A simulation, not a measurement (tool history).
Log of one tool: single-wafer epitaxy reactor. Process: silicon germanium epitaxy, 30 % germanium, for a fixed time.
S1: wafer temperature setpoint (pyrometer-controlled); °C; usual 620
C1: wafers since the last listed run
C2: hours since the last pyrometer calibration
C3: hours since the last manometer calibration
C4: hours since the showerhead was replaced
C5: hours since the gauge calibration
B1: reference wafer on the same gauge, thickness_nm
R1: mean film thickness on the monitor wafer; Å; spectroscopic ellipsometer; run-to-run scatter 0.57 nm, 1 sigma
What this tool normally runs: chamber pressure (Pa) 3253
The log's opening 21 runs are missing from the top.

Run 22, day 13.029: usual settings but S1 628 °C; C1 102; C2 7.5; C3 143.5; C4 161.9; C5 372.0; B1 86.194. Result: R1 1146.05 Å.
At day 13.188: gauge calibrated.
Run 23, day 13.462: usual settings but S1 629 °C, chamber pressure (Pa) 4026; C1 152; C2 17.9; C3 153.9; C4 172.3; C5 6.6; B1 86.265. Result: R1 1304.23 Å.
Run 24, day 13.908: usual settings but S1 616 °C; C1 157; C2 28.6; C3 164.6; C4 183.0; C5 17.3; B1 86.258. Result: R1 904.96 Å.
Run 25, day 14.167: usual settings but S1 628 °C, chamber pressure (Pa) 2946; C1 91; C2 34.8; C3 170.8; C4 189.2; C5 23.5; B1 86.174. Result: R1 1082.60 Å.
Run 26, day 14.679: usual settings but S1 612 °C, chamber pressure (Pa) 2746; C1 180; C2 47.1; C3 183.1; C4 201.5; C5 35.8; B1 86.262. Result: R1 763.20 Å.
Run 27, day 15.088: usual settings; C1 144; C2 56.9; C3 192.9; C4 211.3; C5 45.6; B1 86.108. Result: R1 980.64 Å.
Run 28, day 15.433: usual settings; C1 122; C2 65.2; C3 201.2; C4 219.6; C5 53.9; B1 86.254. Result: R1 966.73 Å.
Run 29, day 16.146: usual settings but S1 634 °C, chamber pressure (Pa) 4013; C1 251; C2 82.3; C3 218.3; C4 236.7; C5 71.0; B1 86.333. Result: R1 1422.81 Å.
Run 30, day 16.538: usual settings but chamber pressure (Pa) 3040; C1 138; C2 91.7; C3 227.7; C4 246.1; C5 80.4; B1 86.176. Result: R1 937.95 Å.
Run 31, day 16.854: usual settings but chamber pressure (Pa) 3986; C1 111; C2 99.3; C3 235.3; C4 253.7; C5 88.0; B1 86.320. Result: R1 1066.88 Å.
Run 32, day 18.550: usual settings but chamber pressure (Pa) 2986; C1 598; C2 140.0; C3 276.0; C4 294.4; C5 128.7; B1 86.040. Result: R1 923.92 Å.
Run 33, day 18.808: usual settings but S1 606 °C, chamber pressure (Pa) 2813; C1 91; C2 146.2; C3 282.2; C4 300.6; C5 134.9; B1 86.313. Result: R1 663.15 Å.
Run 34, day 19.104: usual settings but S1 625 °C, chamber pressure (Pa) 3613; C1 104; C2 153.3; C3 289.3; C4 307.7; C5 142.0; B1 86.205. Result: R1 1118.42 Å.

Forecast each of these 5 alternatives for the next run:
Run A, day 19.121: usual settings but chamber pressure (Pa) 2760; C1 5; C2 153.7; C3 289.7; C4 308.1; C5 142.4; B1 ?. Result: R1 ?.
Run B, day 19.121: usual settings but S1 631 °C, chamber pressure (Pa) 2626; C1 5; C2 153.7; C3 289.7; C4 308.1; C5 142.4; B1 ?. Result: R1 ?.
Run C, day 19.121: usual settings but S1 626 °C, chamber pressure (Pa) 2680; C1 5; C2 153.7; C3 289.7; C4 308.1; C5 142.4; B1 ?. Result: R1 ?.
Run D, day 19.121: usual settings but S1 611 °C; C1 5; C2 153.7; C3 289.7; C4 308.1; C5 142.4; B1 ?. Result: R1 ?.
Run E, day 19.121: usual settings but chamber pressure (Pa) 3706; C1 5; C2 153.7; C3 289.7; C4 308.1; C5 142.4; B1 ?. Result: R1 ?.

run      B1       R1
  A  86.273   883.38
  B  86.273  1059.95
  C  86.273   975.10
  D  86.273   811.09
  E  86.273  1037.32
Had the tool no hidden state, the same runs would have come out as:
run       R1
  A   922.39
  B  1105.48
  C  1017.51
  D   847.74
  E  1083.12
